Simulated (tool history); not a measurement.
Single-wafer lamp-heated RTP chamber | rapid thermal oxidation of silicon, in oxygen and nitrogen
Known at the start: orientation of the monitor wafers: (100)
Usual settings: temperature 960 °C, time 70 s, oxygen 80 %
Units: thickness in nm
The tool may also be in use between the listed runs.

run	hour	temperature	time	oxygen	wafers since the last listed run	wafers since the last pyrometer calibration	hours since the oxygen flow controller was replaced	hours since the gauge calibration	read-back reference wafer on the same gauge, thickness	thickness
1	0	960	44	80	0	607	4628.4	4.5	3.999	3.546
2	18.5	960	70	80	262	870	4646.9	23	4	4.263
3	32.2	960	70	80	194	1065	4660.6	36.7	4.004	4.249
4	62.8	960	42	80	434	1499	4691.2	67.3	4.002	3.479
5	96	960	42	80	471	1971	4724.4	100.5	4.003	3.479
6	117.6	960	42	80	306	2278	4746	122.1	4.001	3.483
7	134.4	960	70	80	238	2517	4762.8	138.9	4.003	4.255
8	151.8	960	70	80	247	2764	4780.2	156.3	4	4.25
9	174.5	970	97	80	322	3087	4802.9	179	4.001	5.28
10	194.9	970	97	80	289	3377	4823.3	199.4	4.001	5.278
11	208	970	97	80	186	3563	4836.4	212.5	4.002	5.276
12	229.2	960	70	80	301	3864	4857.6	233.7	4.003	4.267
13	249	960	70	80	281	4146	4877.4	253.5	3.998	4.269
14	274.1	960	70	80	356	4502	4902.5	278.6	4	4.289
15	305.4	960	70	80	444	4947	4933.8	309.9	4.002	4.291
16	319.8	960	70	80	204	5152	4948.2	324.3	4.003	4.298
17	344.2	960	70	80	346	5498	4972.6	348.7	3.995	4.296
18	375.5	960	70	80	444	5943	5003.9	380	4	4.293
19	405.7	960	70	89	429	6372	5034.1	410.2	3.999	4.464
20	432.1	949	70	72	375	6748	5060.5	436.6	3.998	3.855
21	462	960	70	80	424	7172	5090.4	466.5	4.002	4.316
# hour 478.3: oxygen flow controller replaced
22	483.4	976	70	80	190	7363	5.1	487.9	4	4.867
# hour 518.5: pyrometer window cleaned and pyrometer calibrated
23	519	940	59	69	392	6	40.7	523.5	3.999	3.335
24	528.5	960	42	80	135	141	50.2	533	4	3.492
25	556.3	960	70	80	395	536	78	560.8	4.001	4.255
# hour 574.8: gauge calibrated
26	583.4	960	70	80	385	921	105.1	8.6	4	4.23
27	598.6	990	94	67	216	1137	120.3	23.8	4.001	5.649
28	626.9	960	70	72	402	1539	148.6	52.1	4.001	4.12
29	645.2	960	70	72	260	1800	166.9	70.4	4.002	4.11
30	661	977	70	98	224	2024	182.7	86.2	4.004	5.136
31	693.1	968	82	98	456	2480	214.8	118.3	4	5.151
32	705.3	960	70	56	173	2654	227	130.5	4	3.797
33	730.5	960	42	98	358	3012	252.2	155.7	4	3.702
34	760.5	960	70	80	426	3438	282.2	185.7	4.002	4.257
35	791.2	988	52	88	436	3874	312.9	216.4	3.998	4.755
36	814.6	989	61	59	332	4207	336.3	239.8	4.003	4.488

Some steps in thickness between neighbouring runs. How much of each would the tool show without its hidden state too (settings, what came in, random variation), and how much is left for the hidden state, with any gauge scatter that isn't in both results?
The hidden state here: true wafer temperature minus pyrometer reading, K; deviation of the oxygen flow from its setpoint, %; gauge reads high (%).
Run 20 -> 21: temperature 949 -> 960, oxygen 72 -> 80. thickness +0.461 nm: hidden state +0.018, all else +0.443.
Run 21 -> 22: temperature 960 -> 976, oxygen flow controller replaced. thickness +0.551 nm: hidden state +0.018, all else +0.533.
Run 22 -> 23: temperature 976 -> 940, time 70 -> 59, oxygen 80 -> 69, pyrometer window cleaned and pyrometer calibrated. thickness -1.532 nm: hidden state -0.091, all else -1.441.
Run 26 -> 27: temperature 960 -> 990, time 70 -> 94, oxygen 80 -> 67. thickness +1.419 nm: hidden state +0.004, all else +1.415.
Run 27 -> 28: temperature 990 -> 960, time 94 -> 70, oxygen 67 -> 72. thickness -1.529 nm: hidden state -0.003, all else -1.526.

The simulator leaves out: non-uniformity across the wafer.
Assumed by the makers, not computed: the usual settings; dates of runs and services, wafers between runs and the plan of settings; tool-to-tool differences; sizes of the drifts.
